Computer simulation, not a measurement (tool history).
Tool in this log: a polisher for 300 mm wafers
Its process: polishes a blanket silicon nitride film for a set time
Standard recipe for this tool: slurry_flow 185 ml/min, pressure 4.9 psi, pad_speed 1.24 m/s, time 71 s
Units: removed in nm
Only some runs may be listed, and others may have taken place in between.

run,hour,slurry_flow,pressure,pad_speed,time,wafers since the last listed run,wafers polished on this pad,hours since the slurry nozzle was cleaned,hours since the head pressure was calibrated,"incoming thickness of the incoming film, nm",removed
1,0.0,185,4.9,1.24,71,0,2494,291.6,30.7,941.8,174.4
# hour 13.7: worn pad replaced by a new one
2,105.5,185,4.9,1.24,71,1169,1057,397.1,136.2,935.4,171.3
3,210.4,185,4.9,1.24,71,1208,2266,502.0,241.1,938.3,166.8
# hour 228.7: slurry nozzle cleaned
4,259.1,185,4.9,1.24,71,549,2816,30.4,289.8,959.9,165.2
# hour 273.8: worn pad replaced by a new one
5,307.3,185,4.9,1.24,71,509,385,78.6,338.0,932.6,163.4
6,376.5,185,4.9,1.24,71,797,1183,147.8,407.2,951.3,160.2
7,415.7,185,4.9,1.24,71,451,1635,187.0,446.4,960.7,158.9
# hour 438.8: head pressure recalibrated
# hour 579.2: worn pad replaced by a new one
# hour 633.2: slurry nozzle cleaned
8,734.9,185,4.9,1.24,71,3597,1783,101.7,296.1,944.3,164.7
9,830.4,150,4.9,1.24,60,1100,2883,197.2,391.6,951.4,131.5
# hour 861.0: worn pad replaced by a new one
# hour 869.6: head pressure recalibrated
10,870.1,185,4.1,1.36,71,388,81,236.9,0.5,959.2,157.9
11,974.1,185,6.2,0.86,71,1198,1280,340.9,104.5,945.8,158.9
12,1067.6,155,4.0,1.52,71,1077,2357,434.4,198.0,945.7,161.3
# hour 1120.5: slurry nozzle cleaned
13,1131.7,155,5.8,1.24,71,727,3085,11.2,262.1,935.2,185.8
# hour 1162.4: worn pad replaced by a new one
14,1204.9,185,4.4,1.24,71,797,490,84.4,335.3,946.0,147.9
15,1282.3,130,4.9,1.24,71,892,1382,161.8,412.7,938.5,149.3
# hour 1287.2: head pressure recalibrated
16,1340.5,185,4.9,1.24,71,647,2029,220.0,53.3,949.5,169.3

3 ways to go on from here, each from the tool as it stands after run 16. What would each give?
A,1341.0,185,4.9,1.24,71,5,2035,220.5,53.8,959.8,?
B,1341.0,150,4.9,1.24,71,5,2035,220.5,53.8,959.8,?
C,1341.0,245,6.1,1.24,48,5,2035,220.5,53.8,959.8,?

run,removed
A,171.2
B,165.0
C,146.8
Take away the tool's hidden state, keep each run's random variation, and the runs would have read:
run,removed
A,172.6
B,166.4
C,148.0

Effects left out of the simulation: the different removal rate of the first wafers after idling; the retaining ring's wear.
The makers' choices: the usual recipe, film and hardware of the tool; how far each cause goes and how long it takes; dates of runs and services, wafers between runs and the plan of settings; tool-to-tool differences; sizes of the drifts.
